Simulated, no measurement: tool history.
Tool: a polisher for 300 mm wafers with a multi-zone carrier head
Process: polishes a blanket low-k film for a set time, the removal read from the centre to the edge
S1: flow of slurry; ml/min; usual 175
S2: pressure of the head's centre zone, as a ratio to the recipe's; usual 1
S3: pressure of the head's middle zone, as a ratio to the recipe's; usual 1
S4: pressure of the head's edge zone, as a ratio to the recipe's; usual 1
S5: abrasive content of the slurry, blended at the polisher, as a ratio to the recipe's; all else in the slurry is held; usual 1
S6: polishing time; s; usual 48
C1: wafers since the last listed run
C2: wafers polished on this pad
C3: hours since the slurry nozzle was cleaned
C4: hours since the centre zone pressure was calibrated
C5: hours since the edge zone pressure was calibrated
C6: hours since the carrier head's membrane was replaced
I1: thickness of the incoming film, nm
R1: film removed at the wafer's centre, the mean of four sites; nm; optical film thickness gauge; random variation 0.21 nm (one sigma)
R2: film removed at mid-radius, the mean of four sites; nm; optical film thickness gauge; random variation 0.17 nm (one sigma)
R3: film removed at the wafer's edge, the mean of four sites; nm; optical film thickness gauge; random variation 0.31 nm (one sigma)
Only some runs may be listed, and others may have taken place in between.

run	hour	S1	S2	S3	S4	S5	S6	C1	C2	C3	C4	C5	C6	I1	R1	R2	R3
1	0	175	1	1.08	1	1	48	0	512	767.9	1316.8	177.6	647	356.8	20.6	22.1	20.8
2	40.1	175	1	1.08	1	1	48	523	1036	808	1356.9	217.7	687.1	354.3	19.7	21	19.6
# hour 44.4: slurry nozzle cleaned
# hour 49.6: worn pad replaced by a new one
3	58	175	1	1.03	1	1	48	168	109	13.6	1374.8	235.6	705	351.5	21.4	21.6	21.4
4	67.6	175	1	1.03	1	1	48	125	234	23.2	1384.4	245.2	714.6	357.7	21.5	21.4	20.7
# hour 78.6: centre zone pressure recalibrated
5	82.5	175	1	1	1	1	48	168	403	38.1	3.9	260.1	729.5	366.5	20.7	20.6	20.4
6	98.4	175	1	1	1	1	48	207	610	54	19.8	276	745.4	360.8	20.5	20.1	20.1
# hour 125.1: worn pad replaced by a new one, of another model than before
7	125.6	175	1	1	1	1	48	302	6	81.2	47	303.2	772.6	358.9	21.8	21.6	21.1
8	136	175	1	1	1	1	48	135	142	91.6	57.4	313.6	783	361.3	21.4	21.2	21.4
9	144.3	175	1	1	1.11	1	42	108	250	99.9	65.7	321.9	791.3	357.6	18.6	18.2	18.9
10	155	175	1	1	1	0.8	48	139	390	110.6	76.4	332.6	802	359.2	19.4	19	18.6
# hour 169.6: carrier head's membrane replaced by a new one
# hour 193: edge zone pressure recalibrated
# hour 200.3: worn pad replaced by a new one
11	205.9	175	1	1	1	1	48	521	73	161.5	127.3	12.9	36.3	360	21.6	21.4	21.8
12	213.9	140	1	0.96	1	1	48	104	177	169.5	135.3	20.9	44.3	357.2	21	20.3	20.9
13	220.7	175	1	1.12	1.09	1	58	88	266	176.3	142.1	27.7	51.1	357.2	25.6	28	26.1
14	232.1	155	1	1.09	0.91	0.75	48	148	415	187.7	153.5	39.1	62.5	360.7	18.5	19.7	17.4
15	248.9	175	1	1	1	1	48	219	634	204.5	170.3	55.9	79.3	355	20.9	20.1	20.2
16	262.4	175	1	1	1.08	1	48	176	811	218	183.8	69.4	92.8	353.7	20.4	19.9	20.9
17	276.9	175	1	1	1	0.7	48	189	1000	232.5	198.3	83.9	107.3	355.6	17.6	17.2	16.8
# hour 286.7: worn pad replaced by a new one
18	287.2	120	1	1	1	1.2	48	82	7	242.8	208.6	94.2	117.6	362.4	22.4	22.3	22.2
19	301.8	145	1	0.94	1	1	48	190	197	257.4	223.2	108.8	132.2	357.6	21.1	19.8	20.6
20	314.2	175	1	0.97	1	1	35	161	359	269.8	235.6	121.2	144.6	360.9	15.1	14.7	15.2
21	328.8	175	1	1	1	1	48	190	550	284.4	250.2	135.8	159.2	356.9	20.8	20.3	19.8
22	338.1	175	1	1.04	1	1	48	121	671	293.7	259.5	145.1	168.5	353.4	20.7	20.8	20.4

Branching from run 22: 4 alternative next runs. What would each branch give?
A	338.5	175	1.11	1	1	1	48	5	677	294.1	259.9	145.5	168.9	358.5	?	?	?
B	338.5	175	1	1	1.07	1	48	5	677	294.1	259.9	145.5	168.9	358.5	?	?	?
C	338.5	120	1.09	1	1	1.25	48	5	677	294.1	259.9	145.5	168.9	358.5	?	?	?
D	338.5	175	0.96	1	0.95	1	62	5	677	294.1	259.9	145.5	168.9	358.5	?	?	?

run	R1	R2	R3
A	22.1	20.1	19.6
B	20.1	20.1	20.3
C	22.8	21.2	20.9
D	25	26	24.7
With the hidden condition removed and each run's random variation left untouched, the same runs would have given:
run	R1	R2	R3
A	23.7	21.6	21.1
B	21.6	21.6	21.8
C	24.5	22.7	22.4
D	26.8	27.9	26.5
